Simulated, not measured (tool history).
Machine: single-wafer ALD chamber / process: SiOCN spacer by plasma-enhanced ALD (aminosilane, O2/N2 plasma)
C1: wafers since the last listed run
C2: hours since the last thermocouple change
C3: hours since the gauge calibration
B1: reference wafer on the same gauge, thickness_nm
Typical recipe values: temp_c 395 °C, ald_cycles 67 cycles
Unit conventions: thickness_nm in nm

Run 1, hour 0: usual settings; C1 0; C2 2634.2; C3 311.8; B1 4.612. Result: thickness_nm 3.923 nm.
Run 2, hour 36: usual settings; C1 184; C2 2670.2; C3 347.8; B1 4.61. Result: thickness_nm 3.926 nm.
Run 3, hour 58.7: usual settings; C1 116; C2 2692.9; C3 370.5; B1 4.604. Result: thickness_nm 3.904 nm.
Run 4, hour 88.5: usual settings but temp_c 387 °C; C1 152; C2 2722.7; C3 400.3; B1 4.599. Result: thickness_nm 3.888 nm.
Run 5, hour 110.9: usual settings but temp_c 403 °C; C1 114; C2 2745.1; C3 422.7; B1 4.603. Result: thickness_nm 3.867 nm.
Run 6, hour 141.3: usual settings but temp_c 403 °C; C1 155; C2 2775.5; C3 453.1; B1 4.591. Result: thickness_nm 3.838 nm.
Run 7, hour 166.6: usual settings but temp_c 403 °C; C1 129; C2 2800.8; C3 478.4; B1 4.59. Result: thickness_nm 3.849 nm.
Run 8, hour 187.2: usual settings; C1 105; C2 2821.4; C3 499; B1 4.581. Result: thickness_nm 3.868 nm.
Run 9, hour 219.5: usual settings; C1 165; C2 2853.7; C3 531.3; B1 4.579. Result: thickness_nm 3.886 nm.
Run 10, hour 238.5: usual settings; C1 97; C2 2872.7; C3 550.3; B1 4.577. Result: thickness_nm 3.873 nm.
At hour 254.5: gauge calibrated.
Run 11, hour 267.9: usual settings but temp_c 389 °C; C1 150; C2 2902.1; C3 13.4; B1 4.652. Result: thickness_nm 3.955 nm.
Run 12, hour 279.9: usual settings; C1 61; C2 2914.1; C3 25.4; B1 4.652. Result: thickness_nm 3.945 nm.
Run 13, hour 315.8: usual settings; C1 183; C2 2950; C3 61.3; B1 4.652. Result: thickness_nm 3.951 nm.
Run 14, hour 337.2: usual settings but temp_c 391 °C, ald_cycles 54 cycles; C1 109; C2 2971.4; C3 82.7; B1 4.657. Result: thickness_nm 3.179 nm.
Run 15, hour 368.4: usual settings but temp_c 407 °C, ald_cycles 62 cycles; C1 159; C2 3002.6; C3 113.9; B1 4.653. Result: thickness_nm 3.558 nm.
At hour 429.2: thermocouple changed; heater temperature recalibrated.
Run 16, hour 462.1: usual settings but temp_c 409 °C; C1 438; C2 32.9; C3 207.6; B1 4.642. Result: thickness_nm 3.799 nm.
Run 17, hour 482.8: usual settings but temp_c 386 °C, ald_cycles 61 cycles; C1 105; C2 53.6; C3 228.3; B1 4.641. Result: thickness_nm 3.571 nm.
Run 18, hour 511.6: usual settings but temp_c 384 °C, ald_cycles 55 cycles; C1 147; C2 82.4; C3 257.1; B1 4.64. Result: thickness_nm 3.229 nm.
Run 19, hour 531.2: usual settings but temp_c 387 °C, ald_cycles 76 cycles; C1 100; C2 102; C3 276.7; B1 4.64. Result: thickness_nm 4.456 nm.
Run 20, hour 566.7: usual settings; C1 181; C2 137.5; C3 312.2; B1 4.637. Result: thickness_nm 3.954 nm.

The logged runs with the hidden state left out (each run's random variation unchanged):
Hidden state at play: wafer temperature above the value expected at the setpoint (K); gauge reads high (%).
run  thickness_nm
  1         3.952
  2         3.959
  3         3.939
  4         3.927
  5          3.91
  6         3.885
  7           3.9
  8         3.923
  9         3.947
 10         3.937
 11         3.952
 12         3.942
 13         3.949
 14         3.178
 15         3.558
 16         3.804
 17         3.577
 18         3.236
 19         4.468
 20         3.968
